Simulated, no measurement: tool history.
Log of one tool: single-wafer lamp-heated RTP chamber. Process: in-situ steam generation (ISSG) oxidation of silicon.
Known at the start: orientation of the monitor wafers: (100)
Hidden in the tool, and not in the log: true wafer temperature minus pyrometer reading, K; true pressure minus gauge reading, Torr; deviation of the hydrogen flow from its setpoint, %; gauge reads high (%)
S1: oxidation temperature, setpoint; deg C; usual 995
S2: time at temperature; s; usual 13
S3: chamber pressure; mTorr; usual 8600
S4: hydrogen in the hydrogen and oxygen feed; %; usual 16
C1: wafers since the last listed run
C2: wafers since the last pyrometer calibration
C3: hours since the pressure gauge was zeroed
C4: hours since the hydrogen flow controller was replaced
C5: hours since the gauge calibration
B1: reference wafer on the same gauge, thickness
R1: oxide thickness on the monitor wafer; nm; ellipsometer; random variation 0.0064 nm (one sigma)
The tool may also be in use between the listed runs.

| run | hour | S1 | S2 | S3 | S4 | C1 | C2 | C3 | C4 | C5 | B1 | R1 |
|---|---|---|---|---|---|---|---|---|---|---|---|---|
| 1 | 0 | 1008 | 13 | 8600 | 16 | 0 | 3785 | 1625.8 | 4971.2 | 306.4 | 4.011 | 4.517 |
| 2 | 11.1 | 995 | 13 | 8600 | 16 | 197 | 3983 | 1636.9 | 4982.3 | 317.5 | 4.01 | 4.331 |
| 3 | 21.4 | 995 | 13 | 8600 | 16 | 183 | 4167 | 1647.2 | 4992.6 | 327.8 | 4.01 | 4.327 |
|  | 37.5 | gauge calibrated |
| 4 | 39.2 | 995 | 13 | 8600 | 16 | 317 | 4484 | 1665 | 5010.4 | 1.7 | 4.01 | 4.33 |
|  | 55.5 | pyrometer window cleaned and pyrometer calibrated |
| 5 | 56 | 995 | 13 | 7800 | 22 | 156 | 8 | 1681.8 | 5027.2 | 18.5 | 4.01 | 4.604 |
| 6 | 62.9 | 995 | 13 | 7800 | 22 | 122 | 131 | 1688.7 | 5034.1 | 25.4 | 4.01 | 4.606 |
| 7 | 71.2 | 995 | 13 | 7800 | 22 | 147 | 279 | 1697 | 5042.4 | 33.7 | 4.01 | 4.603 |
| 8 | 86.5 | 1009 | 13 | 8600 | 16 | 272 | 551 | 1712.3 | 5057.7 | 49 | 4.01 | 4.476 |
| 9 | 99.9 | 990 | 8 | 9800 | 11 | 238 | 790 | 1725.7 | 5071.1 | 62.4 | 4.01 | 3.076 |
| 10 | 141.3 | 995 | 13 | 7200 | 16 | 737 | 1528 | 1767.1 | 5112.5 | 103.8 | 4.009 | 4.246 |
| 11 | 151.6 | 995 | 13 | 8600 | 16 | 183 | 1711 | 1777.4 | 5122.8 | 114.1 | 4.009 | 4.257 |
| 12 | 160.7 | 995 | 8 | 8600 | 16 | 162 | 1874 | 1786.5 | 5131.9 | 123.2 | 4.01 | 3.469 |
| 13 | 175 | 995 | 13 | 8600 | 16 | 254 | 2128 | 1800.8 | 5146.2 | 137.5 | 4.009 | 4.261 |
| 14 | 186.5 | 1009 | 15 | 7900 | 11 | 204 | 2333 | 1812.3 | 5157.7 | 149 | 4.01 | 4.431 |
|  | 195.8 | pressure gauge zeroed |
| 15 | 199.2 | 995 | 13 | 8600 | 16 | 83 | 2417 | 3.4 | 5170.4 | 161.7 | 4.011 | 4.266 |
| 16 | 209.1 | 989 | 13 | 9700 | 20 | 176 | 2593 | 13.3 | 5180.3 | 171.6 | 4.01 | 4.348 |
| 17 | 219.3 | 995 | 13 | 8600 | 16 | 181 | 2775 | 23.5 | 5190.5 | 181.8 | 4.009 | 4.284 |
|  | 230.3 | hydrogen flow controller replaced |
| 18 | 230.8 | 1012 | 13 | 9100 | 16 | 62 | 2838 | 35 | 0.5 | 193.3 | 4.011 | 4.551 |
| 19 | 239.6 | 995 | 10 | 8600 | 16 | 156 | 2994 | 43.8 | 9.3 | 202.1 | 4.011 | 3.833 |
| 20 | 251.3 | 976 | 13 | 9300 | 20 | 208 | 3203 | 55.5 | 21 | 213.8 | 4.01 | 4.226 |
| 21 | 260.6 | 995 | 9 | 8600 | 12 | 165 | 3369 | 64.8 | 30.3 | 223.1 | 4.01 | 3.431 |
|  | 278.9 | pyrometer window cleaned and pyrometer calibrated |
| 22 | 279.4 | 990 | 18 | 8600 | 16 | 192 | 8 | 83.6 | 49.1 | 241.9 | 4.01 | 4.817 |
| 23 | 322.1 | 1009 | 10 | 9600 | 11 | 760 | 769 | 126.3 | 91.8 | 284.6 | 4.009 | 3.61 |
| 24 | 330.5 | 995 | 13 | 7500 | 16 | 149 | 919 | 134.7 | 100.2 | 293 | 4.009 | 4.245 |
| 25 | 347.1 | 995 | 13 | 8600 | 16 | 295 | 1214 | 151.3 | 116.8 | 309.6 | 4.01 | 4.251 |
| 26 | 360.3 | 995 | 10 | 9300 | 16 | 235 | 1450 | 164.5 | 130 | 322.8 | 4.01 | 3.786 |
| 27 | 368.9 | 989 | 13 | 9700 | 20 | 153 | 1603 | 173.1 | 138.6 | 331.4 | 4.01 | 4.333 |
| 28 | 377.1 | 1014 | 11 | 8600 | 16 | 146 | 1749 | 181.3 | 146.8 | 339.6 | 4.01 | 4.235 |
| 29 | 392.5 | 995 | 13 | 8600 | 16 | 274 | 2023 | 196.7 | 162.2 | 355 | 4.011 | 4.274 |
|  | 393.9 | gauge calibrated |
| 30 | 399.1 | 995 | 12 | 8600 | 16 | 117 | 2141 | 203.3 | 168.8 | 5.2 | 4.011 | 4.126 |
| 31 | 407 | 995 | 12 | 7200 | 12 | 140 | 2282 | 211.2 | 176.7 | 13.1 | 4.009 | 3.845 |
| 32 | 441.1 | 976 | 13 | 8600 | 16 | 607 | 2889 | 245.3 | 210.8 | 47.2 | 4.01 | 4.016 |

Hidden state at the last listed run before each entry between runs and at the first one after, where it differs:
Between runs 3 and 4: gauge calibrated (hour 37.5)
  true wafer temperature minus pyrometer reading, K: 5.47 -> 6.19
  measured less the result without the state, R1: +0.082 -> +0.093 nm
Between runs 4 and 5: pyrometer window cleaned and pyrometer calibrated (hour 55.5)
  true wafer temperature minus pyrometer reading, K: 6.19 -> 0.2
  measured less the result without the state, R1: +0.093 -> +0.003 nm
Between runs 14 and 15: pressure gauge zeroed (hour 195.8)
  true wafer temperature minus pyrometer reading, K: 1.63 -> 1.92
  measured less the result without the state, R1: +0.029 -> +0.028 nm
Between runs 17 and 18: hydrogen flow controller replaced (hour 230.3)
  true wafer temperature minus pyrometer reading, K: 2.43 -> 2.75
  measured less the result without the state, R1: +0.036 -> +0.049 nm
Between runs 21 and 22: pyrometer window cleaned and pyrometer calibrated (hour 278.9)
  true wafer temperature minus pyrometer reading, K: 3.7 -> 0.0301
  measured less the result without the state, R1: +0.038 -> +0 nm
Between runs 29 and 30: gauge calibrated (hour 393.9)
  true wafer temperature minus pyrometer reading, K: 1.1 -> 1.23
  measured less the result without the state, R1: +0.017 -> +0.017 nm
